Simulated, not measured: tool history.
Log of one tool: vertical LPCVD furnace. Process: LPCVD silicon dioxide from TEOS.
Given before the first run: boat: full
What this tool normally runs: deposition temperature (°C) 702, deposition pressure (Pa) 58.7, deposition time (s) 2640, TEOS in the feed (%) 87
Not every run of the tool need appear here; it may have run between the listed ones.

run	hour	deposition temperature (°C)	deposition pressure (Pa)	deposition time (s)	TEOS in the feed (%)	wafers since the last listed run	hours since the last temperature calibration	hours since the pressure gauge was zeroed	hours since the TEOS flow controller was replaced	hours since the gauge calibration	read-back reference wafer on the same gauge, thickness	film thickness on the monitor wafer in the middle of the boat (nm)
1	0	702	58.7	2640	87	0	4077.2	3748.9	6821.8	578.9	477.01	538.6
2	34.8	702	58.7	2640	87	301	4112	3783.7	6856.6	613.7	477.2	539.44
3	67.2	702	58.7	2640	87	280	4144.4	3816.1	6889	646.1	476.75	541.37
4	94.1	702	58.7	2640	87	232	4171.3	3843	6915.9	673	476.81	539.48
5	108.2	702	58.7	2640	87	122	4185.4	3857.1	6930	687.1	477.17	540.79
6	122.9	702	58.7	2640	81	127	4200.1	3871.8	6944.7	701.8	476.98	520.47
7	156.3	702	58.7	2640	81	289	4233.5	3905.2	6978.1	735.2	477.29	522.63
# hour 180.9: TEOS flow controller replaced
8	184.9	702	58.7	2640	87	39	4262.1	3933.8	4	763.8	477.52	544.66
9	211.1	702	58.7	2640	87	226	4288.3	3960	30.2	790	476.92	542.19
10	225.9	702	58.7	2640	87	128	4303.1	3974.8	45	804.8	476.67	543.78
11	249.6	702	58.7	2640	87	205	4326.8	3998.5	68.7	828.5	477.17	542.2
12	278.3	691	62.7	1920	71	248	4355.5	4027.2	97.4	857.2	476.78	284.55
# hour 391: pressure gauge zeroed
13	391.5	696	70	3150	80	772	4468.7	0.5	210.6	970.4	477.01	592.82
14	402.1	699	50.7	3480	97	91	4479.3	11.1	221.2	981	477.58	654.53
15	426.9	698	58.7	2100	93	214	4504.1	35.9	246	1005.8	477	406.73
16	444.8	702	58.7	2640	87	155	4522	53.8	263.9	1023.7	476.81	545.9
17	476.6	702	58.7	2640	87	275	4553.8	85.6	295.7	1055.5	477.35	542.88
# hour 489: gauge calibrated
# hour 505.3: thermocouples replaced and temperature profile calibrated
18	505.8	702	58.7	2640	81	45	0.5	114.8	324.9	16.8	476.98	500.51
19	510.6	695	58.7	3000	87	41	5.3	119.6	329.7	21.6	476.67	501.7
20	528.8	702	58.7	3390	87	157	23.5	137.8	347.9	39.8	476.85	665.84
21	547.1	702	58.7	2640	87	158	41.8	156.1	366.2	58.1	477.16	522.14
22	573.6	702	58.7	2640	76	229	68.3	182.6	392.7	84.6	477.27	484.26
23	606.5	702	58.7	2640	87	284	101.2	215.5	425.6	117.5	477	519.05
24	623.2	702	58.7	1800	75	144	117.9	232.2	442.3	134.2	476.75	329.18
25	652.3	702	58.7	2640	97	251	147	261.3	471.4	163.3	476.9	548.85
26	686.9	712	51.3	1950	97	299	181.6	295.9	506	197.9	476.64	478.59
27	703.1	690	58.7	2640	92	140	197.8	312.1	522.2	214.1	476.97	402.77
28	729	690	58.7	2640	92	224	223.7	338	548.1	240	477.18	404.06
29	752.8	693	58.7	3420	97	206	247.5	361.8	571.9	263.8	476.69	578.48
30	781.7	702	58.7	3300	87	250	276.4	390.7	600.8	292.7	477.2	649.73

Each row is a separate what-if for the run after 30, all from the same tool condition, not one after another. Results?
A	786.7	702	58.7	2640	73	43	281.4	395.7	605.8	297.7	?	?
B	786.7	702	50.7	2640	97	43	281.4	395.7	605.8	297.7	?	?
C	786.7	702	69.3	2640	75	43	281.4	395.7	605.8	297.7	?	?
D	786.7	692	70	2640	76	43	281.4	395.7	605.8	297.7	?	?
E	786.7	710	65.3	3120	94	43	281.4	395.7	605.8	297.7	?	?

run	read-back reference wafer on the same gauge, thickness	film thickness on the monitor wafer in the middle of the boat (nm)
A	476.94	473.8
B	476.94	507.56
C	476.94	522.08
D	476.94	417.89
E	476.94	805.79
Take away the tool's hidden state, keep each run's random variation, and the runs would have read:
run	film thickness on the monitor wafer in the middle of the boat (nm)
A	472.99
B	506.68
C	521.19
D	417.16
E	804.42
